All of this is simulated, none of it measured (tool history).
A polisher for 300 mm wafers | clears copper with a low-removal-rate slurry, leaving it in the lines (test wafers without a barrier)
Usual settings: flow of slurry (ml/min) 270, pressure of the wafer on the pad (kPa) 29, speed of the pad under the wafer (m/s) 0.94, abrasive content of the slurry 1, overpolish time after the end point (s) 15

run	hour	flow of slurry (ml/min)	pressure of the wafer on the pad (kPa)	speed of the pad under the wafer (m/s)	abrasive content of the slurry	overpolish time after the end point (s)	wafers since the last listed run	wafers polished on this pad	hours since the slurry nozzle was cleaned	hours since the head pressure was calibrated	hours since the slurry blender was calibrated	incoming thickness of the incoming film, nm	time until the end point was called (s)	dishing of a wide line in a test structure (angstrom)
1	0	270	29	0.94	1	15	0	525	530.7	489.2	169.8	367.6	71.1	372
# hour 16.8: slurry blender recalibrated
2	33	270	29	0.94	1	15	414	939	563.7	522.2	16.2	371	71.4	362
3	54.2	270	29	0.94	1	15	283	1222	584.9	543.4	37.4	376.7	72	378
# hour 58.7: worn pad replaced by a new one
4	66.8	240	29	0.94	1	15	114	108	597.5	556	50	377.4	73.6	377
5	81.4	240	29	0.94	1	15	195	303	612.1	570.6	64.6	371.2	74.5	382
6	105.4	240	29	0.94	1	15	320	623	636.1	594.6	88.6	366.4	72.5	386
7	121.6	270	29	0.94	1	15	216	840	652.3	610.8	104.8	368.6	73.2	390
8	153.8	270	29	0.94	1	15	430	1270	684.5	643	137	364.3	71.9	372
# hour 180.2: slurry blender recalibrated
# hour 180.9: worn pad replaced by a new one
9	205.7	225	29	0.94	1	15	656	330	736.4	694.9	25.5	366.8	72.1	384
# hour 211.8: head pressure recalibrated
10	229.7	270	29	0.94	1	15	293	624	760.4	17.9	49.5	370.4	73	388
11	251.8	315	29	0.68	1.3	20	295	920	782.5	40	71.6	367.8	95.6	382
12	273.9	270	20.7	1.06	0.7	12	295	1215	804.6	62.1	93.7	371.7	96.7	268
# hour 296.9: worn pad replaced by a new one
13	307.8	270	29	0.94	1	15	399	145	838.5	96	127.6	366.7	71.8	389
14	333.8	340	37.9	0.94	0.75	9	347	492	864.5	122	153.6	369.6	57.8	316
# hour 345.1: slurry nozzle cleaned
# hour 359.3: slurry blender recalibrated
15	366.9	270	34.5	0.84	1	15	402	895	21.8	155.1	7.6	362.3	67	402
16	402.1	270	29	0.94	1	15	470	1365	57	190.3	42.8	373.7	73.7	376
# hour 418.3: worn pad replaced by a new one
17	419.2	270	29	0.94	1	15	175	11	74.1	207.4	59.9	369.9	71.7	384
18	444.2	270	18.6	0.94	1	8	334	346	99.1	232.4	84.9	367.1	110.5	158
19	461.3	270	25.5	0.94	1	15	228	574	116.2	249.5	102	376.5	83.7	352
20	492.8	270	24.8	0.94	0.85	15	420	995	147.7	281	133.5	372.2	87.8	338

Forecast each of these 5 alternatives for the next run:
A	493.2	270	29	0.94	1	15	5	1000	148.1	281.4	133.9	376.3	?	?
B	493.2	360	29	0.94	1	15	5	1000	148.1	281.4	133.9	376.3	?	?
C	493.2	310	29	0.84	0.8	22	5	1000	148.1	281.4	133.9	376.3	?	?
D	493.2	340	29	0.94	0.7	22	5	1000	148.1	281.4	133.9	376.3	?	?
E	493.2	270	29	0.7	0.75	15	5	1000	148.1	281.4	133.9	376.3	?	?

run	time until the end point was called (s)	dishing of a wide line in a test structure (angstrom)
A	74.3	384
B	72.6	390
C	85.7	446
D	77.8	471
E	105.3	301
Without the tool's hidden state the same runs would have given:
run	time until the end point was called (s)	dishing of a wide line in a test structure (angstrom)
A	74.3	384
B	72.6	390
C	85.7	446
D	77.8	471
E	105.3	301
